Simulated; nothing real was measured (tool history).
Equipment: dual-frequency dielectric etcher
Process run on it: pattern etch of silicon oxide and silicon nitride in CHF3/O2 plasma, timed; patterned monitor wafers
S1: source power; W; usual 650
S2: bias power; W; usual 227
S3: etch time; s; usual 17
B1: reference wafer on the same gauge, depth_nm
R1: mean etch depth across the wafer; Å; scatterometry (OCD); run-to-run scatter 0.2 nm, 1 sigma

run	hour	S1	S2	S3	B1	R1
1	0	650	227	17	31.9	283.5
2	198.1	650	227	17	31.9	276.2
3	281.4	650	227	17	31.9	285.1
4	384.5	650	227	17	31.96	284.5
5	463.8	650	227	17	31.86	281
6	530.6	650	227	21	31.93	342.8
7	802.5	650	185	17	31.9	263.9
8	890.9	650	227	13.5	31.89	224.2
9	970.3	650	227	13.5	31.95	223
10	1056.9	650	227	13.5	31.9	232.6
11	1139.3	650	227	17	31.85	286.9
12	1275.3	650	227	17	31.99	286.5
13	1313.6	600	204	14.5	31.9	224.9
14	1353	650	227	17	31.86	277.3
15	1444.7	650	227	17	31.89	274.3
16	1481.4	770	191	18.5	31.91	324.5
17	1581.2	500	276	21	31.91	332.9
18	1632.7	650	227	19	31.87	323.2
19	1674	700	197	14.5	31.96	242.8
20	1710.7	520	227	17	31.88	254.3
21	1760.4	650	227	17	31.97	282.1
22	1830.4	520	182	14	31.93	189.9
23	1911.8	650	262	14.5	31.89	249.9
24	1950.7	740	268	12.5	31.95	245
25	2050.7	600	227	17	31.87	279

Put back what was entered between runs (9 entries, withheld): which listed runs does each sit between, and how does the hidden state differ from the listed run before to the listed run after?
After run 2, before run 3: wet clean of the chamber (hour 250.8)
  etch rate over this chamber's usual, %: -5.36 -> -1.42
  measured minus no-state result, R1: -15.6 -> -4.1 Å
After run 6, before run 7: upper electrode replaced (hour 643.3); wet clean of the chamber (hour 673.1); source power generator calibrated (hour 681.9)
  etch rate over this chamber's usual, %: -4.64 -> -1.86
  measured minus no-state result, R1: -16.7 -> -5 Å
After run 8, before run 9: bias power generator calibrated (hour 898.9); gauge calibrated (hour 922.7)
  etch rate over this chamber's usual, %: -3 -> -4.03
  measured minus no-state result, R1: -6.9 -> -9.3 Å
After run 9, before run 10: wet clean of the chamber (hour 1038.7)
  etch rate over this chamber's usual, %: -4.03 -> -0.332
  measured minus no-state result, R1: -9.3 -> -0.8 Å
After run 15, before run 16: wet clean of the chamber (hour 1480.9)
  etch rate over this chamber's usual, %: -5.34 -> 0.531
  measured minus no-state result, R1: -15.5 -> +1.7 Å
After run 23, before run 24: wet clean of the chamber (hour 1944)
  etch rate over this chamber's usual, %: -5.03 -> 0.264
  measured minus no-state result, R1: -13.3 -> +0.7 Å
